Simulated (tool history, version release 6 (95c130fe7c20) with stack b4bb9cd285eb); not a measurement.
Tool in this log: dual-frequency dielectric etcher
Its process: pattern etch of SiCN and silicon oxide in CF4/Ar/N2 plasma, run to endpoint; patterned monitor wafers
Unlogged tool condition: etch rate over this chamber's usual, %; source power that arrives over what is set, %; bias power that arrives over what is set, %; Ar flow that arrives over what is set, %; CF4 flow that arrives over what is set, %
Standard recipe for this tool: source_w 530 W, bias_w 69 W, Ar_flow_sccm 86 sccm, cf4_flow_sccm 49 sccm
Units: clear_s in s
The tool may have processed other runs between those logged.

run	hour	source_w	bias_w	Ar_flow_sccm	cf4_flow_sccm	wafers since the last listed run	hours since the last wet clean	hours since the last source power generator calibration	hours since the last bias power generator calibration	hours since the last Ar flow controller change	hours since the last CF4 flow controller change	hours since the last upper electrode change	incoming incoming film thickness, nm	clear_s
1	0.0	530	69	86	49	0	1.1	1848.9	2522.8	5351.2	13.8	5761.6	14.84	15.3
2	6.2	530	69	86	54	87	7.3	1855.1	2529.0	5357.4	20.0	5767.8	14.91	15.3
3	18.6	530	69	86	49	175	19.7	1867.5	2541.4	5369.8	32.4	5780.2	14.89	15.5
4	28.5	530	69	86	49	139	29.6	1877.4	2551.3	5379.7	42.3	5790.1	14.64	15.2
5	35.0	470	69	86	54	91	36.1	1883.9	2557.8	5386.2	48.8	5796.6	14.82	16.9
6	47.0	530	69	86	49	169	48.1	1895.9	2569.8	5398.2	60.8	5808.6	14.97	15.6
# hour 55.4: Ar flow controller replaced
7	62.8	530	69	86	58	138	63.9	1911.7	2585.6	7.4	76.6	5824.4	14.83	15.0
8	71.6	530	80	80	59	124	72.7	1920.5	2594.4	16.2	85.4	5833.2	14.89	13.7
9	85.4	410	59	100	45	194	86.5	1934.3	2608.2	30.0	99.2	5847.0	14.74	22.3
10	102.0	530	81	86	49	234	103.1	1950.9	2624.8	46.6	115.8	5863.6	14.67	14.1
# hour 128.8: upper electrode replaced
11	129.3	530	69	86	49	46	130.4	1978.2	2652.1	73.9	143.1	0.5	14.87	15.4
12	129.6	530	69	86	49	4	130.7	1978.5	2652.4	74.2	143.4	0.8	14.85	15.3
# hour 136.6: source power generator calibrated
# hour 138.5: bias power generator calibrated
13	139.0	620	86	100	42	49	140.1	2.4	0.5	83.6	152.8	10.2	14.75	12.6
14	149.5	530	54	86	49	148	150.6	12.9	11.0	94.1	163.3	20.7	14.93	17.6
15	163.8	530	69	86	49	201	164.9	27.2	25.3	108.4	177.6	35.0	14.94	15.4
16	180.4	530	85	86	44	234	181.5	43.8	41.9	125.0	194.2	51.6	14.80	14.0
17	191.9	570	86	78	49	162	193.0	55.3	53.4	136.5	205.7	63.1	14.69	12.4
18	209.4	580	69	86	49	247	210.5	72.8	70.9	154.0	223.2	80.6	14.82	13.9
19	216.9	530	62	86	49	105	218.0	80.3	78.4	161.5	230.7	88.1	14.82	16.0
20	233.4	530	69	103	43	233	234.5	96.8	94.9	178.0	247.2	104.6	14.75	16.3
21	247.3	530	69	86	39	196	248.4	110.7	108.8	191.9	261.1	118.5	14.70	15.8

What does the tool deliver on the next run?
22	256.8	530	69	86	49	134	257.9	120.2	118.3	201.4	270.6	128.0	14.64	?

clear_s: 15.0 s
With the hidden condition absent and the run-to-run variation left alone, this run would have shown clear_s 15.3 s.
